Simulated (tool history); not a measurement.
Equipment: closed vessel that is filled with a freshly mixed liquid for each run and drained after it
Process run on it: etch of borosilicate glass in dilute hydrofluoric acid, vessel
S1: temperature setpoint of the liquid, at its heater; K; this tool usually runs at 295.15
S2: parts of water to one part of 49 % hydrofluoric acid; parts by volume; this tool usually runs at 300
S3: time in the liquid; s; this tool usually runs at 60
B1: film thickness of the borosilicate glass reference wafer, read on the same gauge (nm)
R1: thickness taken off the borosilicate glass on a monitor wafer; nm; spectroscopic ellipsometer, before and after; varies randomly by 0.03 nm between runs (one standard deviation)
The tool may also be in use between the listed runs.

{"run": 1, "day": 0.0, "S1": 295.15, "S2": 365, "S3": 60, "B1": 79.97, "R1": 5.14}
{"run": 2, "day": 0.746, "S1": 295.15, "S2": 365, "S3": 60, "B1": 80.0, "R1": 5.13}
{"run": 3, "day": 1.475, "S1": 297.15, "S2": 300, "S3": 60, "B1": 80.01, "R1": 7.06}
{"run": 4, "day": 2.008, "S1": 297.15, "S2": 300, "S3": 60, "B1": 80.02, "R1": 7.12}
{"run": 5, "day": 2.45, "S1": 295.15, "S2": 300, "S3": 60, "B1": 79.99, "R1": 6.6}
{"run": 6, "day": 2.754, "S1": 295.15, "S2": 300, "S3": 80, "B1": 80.01, "R1": 8.79}
{"day": 3.133, "done": "thermometer replaced"}
{"run": 7, "day": 3.162, "S1": 295.15, "S2": 300, "S3": 80, "B1": 79.97, "R1": 9.79}
{"run": 8, "day": 3.617, "S1": 295.15, "S2": 375, "S3": 60, "B1": 80.02, "R1": 5.45}
{"day": 4.754, "done": "gauge calibrated"}
{"run": 9, "day": 5.45, "S1": 295.15, "S2": 375, "S3": 60, "B1": 79.99, "R1": 5.46}
{"run": 10, "day": 5.958, "S1": 295.15, "S2": 300, "S3": 60, "B1": 80.0, "R1": 7.26}
{"run": 11, "day": 6.579, "S1": 295.15, "S2": 300, "S3": 60, "B1": 80.01, "R1": 7.23}
{"run": 12, "day": 7.188, "S1": 295.15, "S2": 300, "S3": 60, "B1": 80.01, "R1": 7.28}
{"run": 13, "day": 7.683, "S1": 295.15, "S2": 340, "S3": 30, "B1": 80.02, "R1": 3.07}
{"run": 14, "day": 8.254, "S1": 295.15, "S2": 300, "S3": 60, "B1": 80.0, "R1": 7.29}
{"run": 15, "day": 9.25, "S1": 291.65, "S2": 300, "S3": 45, "B1": 80.04, "R1": 4.8}
{"run": 16, "day": 9.967, "S1": 290.65, "S2": 300, "S3": 50, "B1": 80.01, "R1": 5.15}
{"run": 17, "day": 10.692, "S1": 296.65, "S2": 300, "S3": 60, "B1": 79.99, "R1": 7.71}
{"run": 18, "day": 11.162, "S1": 295.15, "S2": 300, "S3": 60, "B1": 79.98, "R1": 7.28}
{"run": 19, "day": 11.475, "S1": 295.15, "S2": 300, "S3": 60, "B1": 80.01, "R1": 7.23}
{"run": 20, "day": 11.854, "S1": 295.15, "S2": 215, "S3": 95, "B1": 80.01, "R1": 17.35}
{"run": 21, "day": 13.979, "S1": 295.15, "S2": 300, "S3": 60, "B1": 79.99, "R1": 7.28}
{"run": 22, "day": 14.675, "S1": 295.15, "S2": 300, "S3": 60, "B1": 80.0, "R1": 7.29}
{"day": 15.579, "done": "hydrofluoric acid flow meter replaced"}
{"run": 23, "day": 16.775, "S1": 299.15, "S2": 300, "S3": 95, "B1": 79.98, "R1": 13.15}
{"run": 24, "day": 17.204, "S1": 297.15, "S2": 435, "S3": 90, "B1": 80.02, "R1": 7.07}
{"run": 25, "day": 17.517, "S1": 295.15, "S2": 300, "S3": 60, "B1": 80.0, "R1": 7.21}
{"run": 26, "day": 18.242, "S1": 295.15, "S2": 300, "S3": 60, "B1": 79.99, "R1": 7.21}
{"run": 27, "day": 18.846, "S1": 295.15, "S2": 300, "S3": 60, "B1": 79.98, "R1": 7.22}
{"run": 28, "day": 19.117, "S1": 290.65, "S2": 235, "S3": 30, "B1": 79.96, "R1": 4.15}

Run 29 has not been measured yet. What should we expect?
{"run": 29, "day": 19.592, "S1": 295.15, "S2": 300, "S3": 30, "B1": "?", "R1": "?"}

B1: 80.01
R1: 3.62 nm
With the hidden condition absent and the run-to-run variation left alone, this run would have shown R1 3.67 nm.
